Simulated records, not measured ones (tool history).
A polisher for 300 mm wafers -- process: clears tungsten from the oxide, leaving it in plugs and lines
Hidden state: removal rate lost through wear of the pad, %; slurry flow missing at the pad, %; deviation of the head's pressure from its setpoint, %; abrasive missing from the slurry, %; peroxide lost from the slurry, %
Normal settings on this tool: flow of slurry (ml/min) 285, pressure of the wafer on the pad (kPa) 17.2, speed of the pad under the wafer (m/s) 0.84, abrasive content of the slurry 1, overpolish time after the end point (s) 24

run     day  flow of slurry (ml/min)  pressure of the wafer on the pad (kPa)  speed of the pad under the wafer (m/s)  abrasive content of the slurry  overpolish time after the end point (s)  wafers since the last listed run  wafers polished on this pad  hours since the slurry nozzle was cleaned  hours since the head pressure was calibrated  hours since the slurry blender was calibrated  hours since the slurry got fresh peroxide  incoming thickness of the incoming film, nm  time until the end point was called (s)
  1       0                      285                                    17.2                                    0.84                               1                                       32                                 0                         1092                                         71                                          12.2                                          101.4                                       84.8                                        278.6                                    105.5
      1.108  -- worn pad replaced by a new one
  2   2.633                      285                                    17.2                                    0.84                               1                                       24                               387                          239                                      134.2                                          75.4                                          164.6                                        148                                        278.8                                    108.1
      3.846  -- slurry blender recalibrated
      5.188  -- slurry tank refilled with fresh slurry and peroxide
  3   5.417                      285                                    17.2                                    0.84                               1                                       24                               417                          657                                        201                                         142.2                                           37.7                                        5.5                                        276.1                                    103.4
  4   6.625                      285                                    17.2                                    0.84                               1                                       24                               189                          847                                        230                                         171.2                                           66.7                                       34.5                                        276.6                                    104.1
  5   7.729                      285                                    17.2                                    0.84                               1                                       24                               173                         1020                                      256.5                                         197.7                                           93.2                                         61                                        279.7                                    107.6
      8.862  -- worn pad replaced by a new one
  6   9.517                      285                                    17.2                                    0.84                               1                                       24                               254                          102                                      299.4                                         240.6                                          136.1                                      103.9                                        282.6                                    114.2
     12.133  -- slurry blender recalibrated
     12.396  -- slurry tank refilled with fresh slurry and peroxide
     13.108  -- slurry nozzle cleaned
  7  15.046                      285                                    17.2                                    0.84                               1                                       24                               842                          944                                       46.5                                         373.3                                           69.9                                       63.6                                        280.5                                     99.9
     15.571  -- worn pad replaced by a new one
  8  17.125                      285                                    17.2                                    1.08                               1                                       24                               300                          244                                       96.4                                         423.2                                          119.8                                      113.5                                        284.6                                     81.2
  9  18.662                      285                                    17.2                                    1.08                               1                                       24                               241                          485                                      133.3                                         460.1                                          156.7                                      150.4                                        279.9                                     82.6
 10  20.229                      285                                    15.9                                    0.84                               1                                       35                               246                          731                                      170.9                                         497.7                                          194.3                                        188                                        276.6                                    116.7
     21.046  -- slurry tank refilled with fresh slurry and peroxide
     21.362  -- slurry blender recalibrated
 11  21.858                      285                                      20                                    0.84                            0.85                                       13                               236                          968                                        210                                         536.8                                           11.9                                       19.5                                        282.7                                     99.2
     22.604  -- head pressure recalibrated
     23.704  -- worn pad replaced by a new one
 12  24.571                      370                                    17.2                                    0.66                               1                                       24                               386                          135                                      275.1                                          47.2                                             77                                       84.6                                        280.9                                    135.7
 13    26.2                      285                                    11.7                                    0.64                               1                                       24                               255                          391                                      314.2                                          86.3                                          116.1                                      123.7                                        277.5                                    193.4
     26.417  -- slurry nozzle cleaned
 14  27.617                      285                                    17.2                                    0.84                               1                                       24                               215                          607                                       28.8                                         120.3                                          150.1                                      157.7                                          281                                      109
     27.892  -- slurry tank refilled with fresh slurry and peroxide
     29.454  -- slurry blender recalibrated
 15  29.475                      245                                    17.2                                    0.84                             0.7                                       31                               272                          880                                       73.4                                         164.9                                            0.5                                         38                                        274.6                                    115.4
 16  30.683                      285                                    17.2                                    0.58                               1                                       14                               189                         1069                                      102.4                                         193.9                                           29.5                                         67                                        280.9                                    148.6
     30.854  -- worn pad replaced by a new one
 17  33.204                      285                                    17.2                                    0.84                               1                                       24                               369                          368                                      162.9                                         254.4                                             90                                      127.5                                        282.5                                    110.7
     35.154  -- slurry tank refilled with fresh slurry and peroxide
 18  35.883                      285                                    14.5                                    0.58                               1                                       24                               414                          783                                      227.2                                         318.7                                          154.3                                       17.5                                        277.1                                    175.3
 19  37.671                      380                                    11.7                                    0.84                             1.3                                       24                               280                         1063                                      270.1                                         361.6                                          197.2                                       60.4                                        279.9                                    128.7
       38.8  -- worn pad replaced by a new one
     38.858  -- slurry blender recalibrated
 20  39.229                      285                                    18.6                                    0.84                               1                                       17                               209                           58                                      307.5                                           399                                            8.9                                       97.8                                        283.3                                    111.1

Predict each of these 3 candidate next runs independently; none follows another, all start after run 20:
  A  39.25                      285                                    17.2                                    0.84                               1                                       24                                 3                           61                                        308                                         399.5                                            9.4                                       98.3                                        274.8                                        ?
  B  39.25                      215                                    21.4                                    0.84                               1                                       31                                 3                           61                                        308                                         399.5                                            9.4                                       98.3                                        274.8                                        ?
  C  39.25                      285                                    17.2                                    0.84                               1                                       37                                 3                           61                                        308                                         399.5                                            9.4                                       98.3                                        274.8                                        ?

run  time until the end point was called (s)
  A                                    108.3
  B                                     97.4
  C                                    108.3
Had the tool no hidden state, the same runs would have come out as:
run  time until the end point was called (s)
  A                                     97.3
  B                                     85.2
  C                                     97.3
